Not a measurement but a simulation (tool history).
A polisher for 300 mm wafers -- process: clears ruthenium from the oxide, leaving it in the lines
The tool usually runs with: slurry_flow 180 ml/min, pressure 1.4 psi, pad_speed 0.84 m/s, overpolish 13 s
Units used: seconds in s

| run | day | slurry_flow | pressure | pad_speed | overpolish | incoming thickness of the incoming film, nm | seconds |
|---|---|---|---|---|---|---|---|
| 1 | 0.000 | 180 | 1.4 | 0.84 | 15 | 69.8 | 107.4 |
| 2 | 3.988 | 180 | 1.4 | 0.84 | 15 | 69.6 | 109.6 |
| 3 | 6.412 | 180 | 1.4 | 0.84 | 10 | 70.1 | 107.5 |
| 4 | 8.088 | 180 | 1.4 | 0.84 | 10 | 69.9 | 108.1 |
| 5 | 11.804 | 180 | 1.4 | 0.84 | 10 | 69.9 | 110.4 |
| 6 | 15.404 | 180 | 1.4 | 0.84 | 13 | 69.7 | 101.1 |
| 7 | 17.692 | 180 | 1.4 | 0.84 | 13 | 69.4 | 103.6 |
| 8 | 29.017 | 180 | 1.4 | 0.84 | 19 | 69.8 | 108.5 |
| 9 | 33.229 | 180 | 1.4 | 0.84 | 19 | 70.8 | 109.1 |
| 10 | 37.212 | 180 | 1.4 | 0.84 | 19 | 70.4 | 106.4 |
| 11 | 39.879 | 180 | 1.4 | 0.84 | 13 | 69.2 | 108.3 |
| 12 | 42.817 | 180 | 1.4 | 0.84 | 13 | 70.7 | 109.4 |
| 13 | 46.925 | 180 | 1.4 | 0.84 | 13 | 69.6 | 102.9 |
| 14 | 50.850 | 180 | 1.8 | 0.84 | 19 | 71.0 | 84.1 |
| 15 | 54.517 | 180 | 1.6 | 0.84 | 13 | 70.4 | 93.9 |
| 16 | 56.979 | 180 | 1.4 | 0.84 | 13 | 70.5 | 107.8 |
| 17 | 60.096 | 180 | 1.4 | 0.84 | 20 | 70.0 | 107.6 |
| 18 | 62.096 | 180 | 1.4 | 1.10 | 18 | 69.9 | 90.6 |
| 19 | 63.842 | 120 | 1.4 | 1.12 | 9 | 70.6 | 92.5 |
| 20 | 65.488 | 180 | 1.4 | 0.94 | 13 | 70.1 | 101.7 |
| 21 | 69.696 | 155 | 1.9 | 0.66 | 8 | 70.3 | 94.4 |
| 22 | 73.342 | 180 | 0.9 | 0.56 | 19 | 69.1 | 215.5 |
| 23 | 75.796 | 180 | 1.3 | 0.84 | 17 | 70.6 | 111.9 |
| 24 | 79.021 | 180 | 1.4 | 0.84 | 13 | 69.9 | 103.0 |
| 25 | 81.025 | 135 | 1.4 | 0.84 | 13 | 69.8 | 111.5 |
| 26 | 82.583 | 150 | 1.9 | 1.10 | 10 | 70.1 | 67.3 |
| 27 | 84.288 | 180 | 1.4 | 0.84 | 13 | 68.7 | 106.2 |
| 28 | 88.721 | 145 | 1.8 | 0.96 | 5 | 70.6 | 79.6 |
| 29 | 90.342 | 200 | 1.6 | 1.12 | 18 | 70.5 | 78.3 |
| 30 | 92.150 | 180 | 1.4 | 0.84 | 5 | 69.8 | 108.8 |
| 31 | 95.321 | 145 | 1.9 | 1.14 | 13 | 69.3 | 66.6 |
| 32 | 99.362 | 120 | 1.4 | 1.12 | 9 | 71.0 | 95.6 |
| 33 | 102.246 | 180 | 1.4 | 0.84 | 13 | 68.8 | 108.2 |
| 34 | 104.708 | 180 | 1.4 | 1.02 | 13 | 69.1 | 87.3 |
| 35 | 106.725 | 245 | 1.6 | 0.84 | 8 | 70.0 | 88.9 |
| 36 | 108.458 | 180 | 1.4 | 1.10 | 13 | 70.5 | 85.9 |
| 37 | 110.883 | 180 | 1.6 | 0.84 | 7 | 70.7 | 93.4 |

Between the runs listed above, the log contained 12 entries, not reproduced here. Where in the sequence does each belong, and how does what the log doesn't record of the tool's condition differ from the listed run before to the listed run after?
Logged between run 5 and run 6: head pressure recalibrated (day 14.700); worn pad replaced by a new one (day 15.383)
  deviation of the head's pressure from its setpoint, %: -7.29 -> -0.359
  measured result minus the result with no hidden state, seconds: +6.3 -> +0.3 s
Logged between run 7 and run 8: slurry nozzle cleaned (day 21.867)
  deviation of the head's pressure from its setpoint, %: -2.04 -> -6.34
  measured result minus the result with no hidden state, seconds: +1.6 -> +5.4 s
Logged between run 12 and run 13: head pressure recalibrated (day 43.088); worn pad replaced by a new one, of another model than before (day 45.442)
  deviation of the head's pressure from its setpoint, %: -7.79 -> -1.62
  measured result minus the result with no hidden state, seconds: +6.7 -> +1.7 s
Logged between run 14 and run 15: slurry nozzle cleaned (day 54.229)
  deviation of the head's pressure from its setpoint, %: -3.53 -> -4.73
  measured result minus the result with no hidden state, seconds: +3.0 -> +4.4 s
Logged between run 22 and run 23: head pressure recalibrated (day 74.388); worn pad replaced by a new one (day 75.671)
  deviation of the head's pressure from its setpoint, %: -6.94 -> -2.47
  measured result minus the result with no hidden state, seconds: +15.0 -> +2.8 s
Logged between run 23 and run 24: slurry nozzle cleaned (day 78.862)
  deviation of the head's pressure from its setpoint, %: -2.47 -> -4.57
  measured result minus the result with no hidden state, seconds: +2.8 -> +4.7 s
Logged between run 32 and run 33: worn pad replaced by a new one (day 101.933)
  deviation of the head's pressure from its setpoint, %: -9.17 -> -9.34
  measured result minus the result with no hidden state, seconds: +8.7 -> +10.1 s
Logged between run 33 and run 34: head pressure recalibrated (day 104.492)
  deviation of the head's pressure from its setpoint, %: -9.34 -> 0.143
  measured result minus the result with no hidden state, seconds: +10.1 -> -0.1 s
Logged between run 34 and run 35: slurry nozzle cleaned (day 105.583)
  deviation of the head's pressure from its setpoint, %: 0.143 -> -1.44
  measured result minus the result with no hidden state, seconds: -0.1 -> +1.3 s

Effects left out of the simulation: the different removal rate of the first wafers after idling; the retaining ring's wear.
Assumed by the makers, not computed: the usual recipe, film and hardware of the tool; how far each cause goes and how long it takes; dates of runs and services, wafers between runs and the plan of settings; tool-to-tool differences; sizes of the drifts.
